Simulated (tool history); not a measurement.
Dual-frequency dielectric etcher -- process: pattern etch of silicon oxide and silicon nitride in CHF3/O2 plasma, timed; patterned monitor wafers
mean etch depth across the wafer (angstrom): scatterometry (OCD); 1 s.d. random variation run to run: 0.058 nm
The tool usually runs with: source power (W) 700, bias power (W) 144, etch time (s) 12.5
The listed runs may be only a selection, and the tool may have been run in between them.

| run | hour | source power (W) | bias power (W) | etch time (s) | read-back reference wafer on the same gauge, depth_nm | mean etch depth across the wafer (angstrom) |
|---|---|---|---|---|---|---|
| 1 | 0 | 700 | 144 | 15.5 | 21.2 | 249.1 |
| 2 | 48.6 | 700 | 144 | 12.5 | 21.19 | 199.4 |
| 3 | 109.3 | 700 | 144 | 12.5 | 21.18 | 198.1 |
| 4 | 196.1 | 700 | 144 | 12.5 | 21.2 | 198.5 |
|  | 273.6 | wet clean of the chamber |
| 5 | 290.2 | 700 | 166 | 12.5 | 21.2 | 205.9 |
| 6 | 363.7 | 700 | 144 | 14.5 | 21.19 | 225.3 |
| 7 | 436.5 | 700 | 170 | 12.5 | 21.2 | 205.2 |
|  | 503.8 | wet clean of the chamber, repeated, since the last time left the tool worse |
| 8 | 533.3 | 700 | 170 | 12.5 | 21.22 | 211.3 |
| 9 | 575.8 | 700 | 170 | 12.5 | 21.2 | 211.1 |
|  | 583.7 | gauge calibrated |
| 10 | 623.6 | 700 | 113 | 9 | 21.19 | 132.7 |
|  | 690.9 | bias power generator calibrated |
| 11 | 729 | 700 | 144 | 12.5 | 21.2 | 198.1 |
| 12 | 835.4 | 700 | 144 | 15.5 | 21.2 | 244.9 |
|  | 873.5 | wet clean of the chamber |
|  | 931.3 | source power generator calibrated |
| 13 | 931.8 | 830 | 144 | 14.5 | 21.21 | 247.7 |
|  | 1001.3 | upper electrode replaced |
| 14 | 1001.8 | 870 | 144 | 14.5 | 21.21 | 253.4 |

Run 15 is up next; what results do you expect?
| 15 | 1026.9 | 570 | 174 | 9 | ? | ? |

read-back reference wafer on the same gauge, depth_nm: 21.2
mean etch depth across the wafer (angstrom): 138.8
Take away the tool's hidden state, keep the run-to-run variation as it was, and the same run would have given mean etch depth across the wafer (angstrom) 139.5.
